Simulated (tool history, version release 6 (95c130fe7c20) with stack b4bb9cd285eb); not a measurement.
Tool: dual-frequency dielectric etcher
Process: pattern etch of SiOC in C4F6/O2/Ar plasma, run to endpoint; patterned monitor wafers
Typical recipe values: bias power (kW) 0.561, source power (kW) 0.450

run,hour,bias power (kW),source power (kW),"incoming incoming film thickness, nm",endpoint time (s)
1,0.0,0.561,0.450,34.59,10.9
2,79.4,0.473,0.380,34.39,12.5
3,172.7,0.561,0.450,34.39,10.9
4,274.0,0.561,0.450,34.62,10.9
5,350.2,0.561,0.450,34.12,10.8
6,392.3,0.619,0.450,34.32,10.4
# hour 439.8: wet clean of the chamber
7,440.3,0.619,0.450,34.15,10.4
8,498.5,0.561,0.420,34.24,11.1
9,543.1,0.561,0.420,34.46,11.2
10,579.5,0.561,0.450,34.56,10.9
# hour 616.6: source power generator calibrated
11,671.0,0.561,0.450,34.27,10.8
12,724.0,0.561,0.450,34.34,10.8
13,816.3,0.561,0.510,34.66,10.5
14,911.1,0.459,0.500,34.47,11.3
15,983.2,0.521,0.530,34.39,10.6
# hour 1005.5: bias power generator calibrated
# hour 1092.3: wet clean of the chamber
16,1092.8,0.466,0.510,34.40,11.1
17,1163.0,0.651,0.550,34.41,9.3
18,1209.2,0.451,0.450,34.20,11.7
# hour 1323.5: upper electrode replaced
19,1324.0,0.688,0.540,34.07,9.1
20,1373.4,0.666,0.510,34.63,9.6
21,1440.0,0.675,0.340,34.38,10.9
22,1532.3,0.661,0.370,34.20,10.7
23,1602.9,0.561,0.450,34.25,10.7
# hour 1658.3: wet clean of the chamber
24,1684.7,0.561,0.450,34.14,10.8
25,1744.4,0.641,0.550,34.19,9.4
26,1788.0,0.666,0.510,33.93,9.4
27,1827.2,0.561,0.450,33.99,10.6
28,1924.4,0.561,0.450,33.86,10.7
29,1981.6,0.671,0.390,34.10,10.4
30,2020.9,0.658,0.390,34.66,10.7
31,2215.3,0.521,0.530,34.36,10.5
32,2260.3,0.561,0.450,34.01,10.7
# hour 2321.7: wet clean of the chamber
33,2322.2,0.561,0.450,34.33,10.8
34,2346.9,0.561,0.450,34.13,10.8
35,2448.9,0.608,0.450,34.01,10.4

Each row is a separate what-if for the run after 35, all from the same tool condition, not one after another. Results?
A,2449.3,0.561,0.490,34.13,?
B,2449.3,0.561,0.360,34.13,?
C,2449.3,0.613,0.490,34.13,?
D,2449.3,0.513,0.450,34.13,?

run,endpoint time (s)
A,10.4
B,11.7
C,10.0
D,11.2
The same runs, with their run-to-run variation unchanged, on a tool lacking any hidden condition would have given:
run,endpoint time (s)
A,10.2
B,11.4
C,9.8
D,10.9
